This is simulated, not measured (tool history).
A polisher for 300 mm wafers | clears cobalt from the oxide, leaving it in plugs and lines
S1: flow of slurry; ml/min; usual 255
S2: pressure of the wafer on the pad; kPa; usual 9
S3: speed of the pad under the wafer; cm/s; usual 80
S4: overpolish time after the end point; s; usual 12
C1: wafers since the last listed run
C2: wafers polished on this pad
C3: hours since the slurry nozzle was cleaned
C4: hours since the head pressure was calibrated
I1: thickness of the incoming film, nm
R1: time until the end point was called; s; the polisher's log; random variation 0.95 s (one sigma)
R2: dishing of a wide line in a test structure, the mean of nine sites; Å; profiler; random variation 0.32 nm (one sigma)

{"run": 1, "hour": 0.0, "S1": 255, "S2": 9, "S3": 94, "S4": 12, "C1": 0, "C2": 1514, "C3": 354.8, "C4": 555.6, "I1": 166.1, "R1": 59.7, "R2": 248}
{"hour": 7.2, "done": "worn pad replaced by a new one"}
{"run": 2, "hour": 40.5, "S1": 255, "S2": 9, "S3": 80, "S4": 12, "C1": 341, "C2": 311, "C3": 395.3, "C4": 596.1, "I1": 167.9, "R1": 65.2, "R2": 233}
{"run": 3, "hour": 68.6, "S1": 255, "S2": 9, "S3": 80, "S4": 12, "C1": 262, "C2": 574, "C3": 423.4, "C4": 624.2, "I1": 171.6, "R1": 70.5, "R2": 234}
{"run": 4, "hour": 120.7, "S1": 300, "S2": 9, "S3": 80, "S4": 12, "C1": 487, "C2": 1061, "C3": 475.5, "C4": 676.3, "I1": 171.1, "R1": 70, "R2": 228}
{"hour": 126.3, "done": "slurry nozzle cleaned"}
{"run": 5, "hour": 147.5, "S1": 300, "S2": 9, "S3": 80, "S4": 12, "C1": 241, "C2": 1302, "C3": 21.2, "C4": 703.1, "I1": 172.5, "R1": 68.9, "R2": 223}
{"hour": 163.9, "done": "worn pad replaced by a new one"}
{"run": 6, "hour": 204.4, "S1": 310, "S2": 9, "S3": 80, "S4": 12, "C1": 494, "C2": 378, "C3": 78.1, "C4": 760, "I1": 172.3, "R1": 67.1, "R2": 237}
{"run": 7, "hour": 237.9, "S1": 255, "S2": 9, "S3": 68, "S4": 10, "C1": 313, "C2": 691, "C3": 111.6, "C4": 793.5, "I1": 171.2, "R1": 81.3, "R2": 177}
{"run": 8, "hour": 264.5, "S1": 220, "S2": 7.6, "S3": 80, "S4": 12, "C1": 248, "C2": 940, "C3": 138.2, "C4": 820.1, "I1": 171.9, "R1": 83.7, "R2": 199}
{"run": 9, "hour": 308.9, "S1": 220, "S2": 7.6, "S3": 80, "S4": 12, "C1": 415, "C2": 1355, "C3": 182.6, "C4": 864.5, "I1": 172.3, "R1": 83.6, "R2": 198}
{"hour": 345.3, "done": "worn pad replaced by a new one"}
{"run": 10, "hour": 357.8, "S1": 220, "S2": 7.6, "S3": 80, "S4": 12, "C1": 419, "C2": 116, "C3": 231.5, "C4": 913.4, "I1": 170.2, "R1": 78.2, "R2": 208}
{"run": 11, "hour": 400.2, "S1": 195, "S2": 5.5, "S3": 80, "S4": 12, "C1": 396, "C2": 512, "C3": 273.9, "C4": 955.8, "I1": 168.8, "R1": 106.5, "R2": 159}
{"run": 12, "hour": 445.8, "S1": 300, "S2": 9, "S3": 80, "S4": 12, "C1": 426, "C2": 939, "C3": 319.5, "C4": 1001.4, "I1": 171.4, "R1": 71.1, "R2": 222}
{"hour": 501.5, "done": "head pressure recalibrated"}
{"run": 13, "hour": 504.3, "S1": 285, "S2": 5.5, "S3": 54, "S4": 6, "C1": 528, "C2": 1467, "C3": 378, "C4": 2.8, "I1": 168.2, "R1": 144.8, "R2": 63}
{"hour": 530.3, "done": "worn pad replaced by a new one"}
{"run": 14, "hour": 535.9, "S1": 165, "S2": 10.3, "S3": 80, "S4": 12, "C1": 258, "C2": 52, "C3": 409.6, "C4": 34.4, "I1": 169.8, "R1": 58.5, "R2": 250}
{"hour": 562.3, "done": "slurry nozzle cleaned"}
{"run": 15, "hour": 602.0, "S1": 255, "S2": 12.4, "S3": 106, "S4": 12, "C1": 608, "C2": 661, "C3": 39.7, "C4": 100.5, "I1": 167.8, "R1": 39.5, "R2": 326}
{"run": 16, "hour": 641.8, "S1": 255, "S2": 9, "S3": 80, "S4": 12, "C1": 372, "C2": 1033, "C3": 79.5, "C4": 140.3, "I1": 172, "R1": 70.4, "R2": 219}
{"hour": 688.3, "done": "worn pad replaced by a new one"}
{"run": 17, "hour": 692.6, "S1": 205, "S2": 9, "S3": 80, "S4": 12, "C1": 437, "C2": 39, "C3": 130.3, "C4": 191.1, "I1": 168.7, "R1": 64.9, "R2": 234}
{"run": 18, "hour": 738.8, "S1": 255, "S2": 9, "S3": 60, "S4": 7, "C1": 431, "C2": 471, "C3": 176.5, "C4": 237.3, "I1": 168.9, "R1": 87.6, "R2": 121}
{"run": 19, "hour": 807.1, "S1": 255, "S2": 9, "S3": 80, "S4": 12, "C1": 638, "C2": 1110, "C3": 244.8, "C4": 305.6, "I1": 171.1, "R1": 70.4, "R2": 223}
{"run": 20, "hour": 852.1, "S1": 230, "S2": 11, "S3": 56, "S4": 12, "C1": 420, "C2": 1531, "C3": 289.8, "C4": 350.6, "I1": 171.7, "R1": 85.2, "R2": 200}
{"hour": 898.2, "done": "worn pad replaced by a new one"}
{"run": 21, "hour": 920.9, "S1": 255, "S2": 7.6, "S3": 80, "S4": 17, "C1": 605, "C2": 212, "C3": 358.6, "C4": 419.4, "I1": 170.7, "R1": 76.1, "R2": 265}

Some steps in R1 between neighbouring runs. How much of each would the tool show without its hidden state too (settings, what came in, random variation), and how much is left for the hidden state, with any gauge scatter that isn't in both results?
The hidden state here: removal rate lost through wear of the pad, %; slurry flow missing at the pad, %; deviation of the head's pressure from its setpoint, %.
Run 12 -> 13: S1 300 -> 285, S2 9 -> 5.5, S3 80 -> 54, S4 12 -> 6, head pressure recalibrated. R1 +73.7 s: hidden state +11.8, all else +61.9.
Run 13 -> 14: S1 285 -> 165, S2 5.5 -> 10.3, S3 54 -> 80, S4 6 -> 12, worn pad replaced by a new one. R1 -86.3 s: hidden state -19.5, all else -66.8.
